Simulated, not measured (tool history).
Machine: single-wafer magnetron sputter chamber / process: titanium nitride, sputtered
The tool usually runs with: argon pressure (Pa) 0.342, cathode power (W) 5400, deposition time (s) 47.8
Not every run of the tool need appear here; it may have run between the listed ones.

| run | hour | argon pressure (Pa) | cathode power (W) | deposition time (s) | wafers since the last listed run | wafers on the sputter target | hours since the last manometer calibration | hours since the magnet pack was replaced | hours since the gauge calibration | read-back reference wafer on the same gauge, thickness_nm | mean film thickness on the monitor wafer (Å) |
|---|---|---|---|---|---|---|---|---|---|---|---|
| 1 | 0 | 0.342 | 5400 | 47.8 | 0 | 712 | 3197.8 | 11695.8 | 73 | 40.72 | 477.32 |
| 2 | 7.2 | 0.342 | 5400 | 47.8 | 90 | 802 | 3205 | 11703 | 80.2 | 40.761 | 478.06 |
| 3 | 19.7 | 0.342 | 5400 | 47.8 | 156 | 958 | 3217.5 | 11715.5 | 92.7 | 40.774 | 481.16 |
| 4 | 54.1 | 0.414 | 4350 | 47.8 | 430 | 1389 | 3251.9 | 11749.9 | 127.1 | 40.845 | 376.3 |
| 5 | 71.9 | 0.414 | 4350 | 47.8 | 222 | 1612 | 3269.7 | 11767.7 | 144.9 | 40.791 | 379.5 |
| 6 | 81.7 | 0.414 | 4350 | 47.8 | 122 | 1735 | 3279.5 | 11777.5 | 154.7 | 40.78 | 375.37 |
| 7 | 95.9 | 0.257 | 5400 | 47.8 | 177 | 1913 | 3293.7 | 11791.7 | 168.9 | 40.867 | 490.41 |
|  | 115.1 | magnet pack replaced, of another model than before |
| 8 | 115.6 | 0.257 | 5400 | 47.8 | 146 | 2059 | 3313.4 | 0.5 | 188.6 | 40.806 | 496.06 |

Run 9 has not been measured yet. What should we expect?
| 9 | 119.7 | 0.342 | 5400 | 47.8 | 51 | 2110 | 3317.5 | 4.6 | 192.7 | ? | ? |

{"run 9": {"read-back reference wafer on the same gauge, thickness_nm": 40.829, "mean film thickness on the monitor wafer (Å)": 474.12}}
If the tool had no hidden condition, the same run with the same run-to-run variation would have returned mean film thickness on the monitor wafer (Å) 479.85.

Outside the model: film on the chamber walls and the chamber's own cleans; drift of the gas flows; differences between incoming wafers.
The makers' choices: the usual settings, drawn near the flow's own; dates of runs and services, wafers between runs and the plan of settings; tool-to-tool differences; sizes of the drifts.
